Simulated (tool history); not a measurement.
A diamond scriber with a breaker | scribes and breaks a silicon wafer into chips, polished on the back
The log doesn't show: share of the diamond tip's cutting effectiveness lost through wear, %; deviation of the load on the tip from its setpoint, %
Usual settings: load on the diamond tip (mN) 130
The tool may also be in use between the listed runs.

run,hour,load on the diamond tip (mN),wafers since the last listed run,hours since the diamond tip was replaced,hours since the load on the tip was calibrated,"incoming depth of the damage left on the back of the incoming wafer, um",depth of the median crack under the scribed line (µm),chips rejected at inspection after the break (%)
1,0,130,0,223.4,1513.2,0.01,16.24,1.33
2,12.9,108,41,236.3,1526.1,0.04,13.82,1.09
3,26.6,108,43,250,1539.8,0.02,14.05,1.14
4,33.1,116,20,256.5,1546.3,0.04,14.74,0.58
5,44.8,130,37,268.2,1558,0.04,16.08,1.01
6,59,159,45,282.4,1572.2,0.01,18.54,5.3
# hour 68: diamond tip replaced by a new one
7,75.1,159,45,7.1,1588.3,0.03,19.41,7.97
8,84.1,148,28,16.1,1597.3,0.02,18.19,5.66
9,91.9,148,24,23.9,1605.1,0.02,18.21,5.35
10,105.5,148,43,37.5,1618.7,0.02,18.36,5.37
11,114.7,130,29,46.7,1627.9,0.03,16.65,2.17
12,120.8,130,19,52.8,1634,0.04,16.61,2
13,130.3,130,30,62.3,1643.5,0.04,16.67,1.82
14,146.5,104,51,78.5,1659.7,0.02,14.07,1.03
# hour 162.8: load on the tip recalibrated
15,163.3,117,47,95.3,0.5,0.02,13.51,1.92
16,168.3,130,16,100.3,5.5,0.04,14.66,0.56
17,185.6,130,55,117.6,22.8,0.04,14.54,0.55
18,201.5,130,50,133.5,38.7,0.02,14.54,0.58
19,218.7,130,55,150.7,55.9,0.02,14.57,0.57
20,233.9,113,48,165.9,71.1,0.04,13.08,2.5
21,244.5,130,33,176.5,81.7,0.02,14.37,0.58
22,261.9,167,55,193.9,99.1,0.04,17.54,3.42
23,272.7,146,34,204.7,109.9,0.04,15.78,0.94

Forecast run 24:
24,310.6,106,121,242.6,147.8,0.03,?,?

Run 24 gave depth of the median crack under the scribed line (µm) 12.16, chips rejected at inspection after the break (%) 5.64.
Without the tool's hidden state the same run would have given depth of the median crack under the scribed line (µm) 12.74, chips rejected at inspection after the break (%) 3.63.
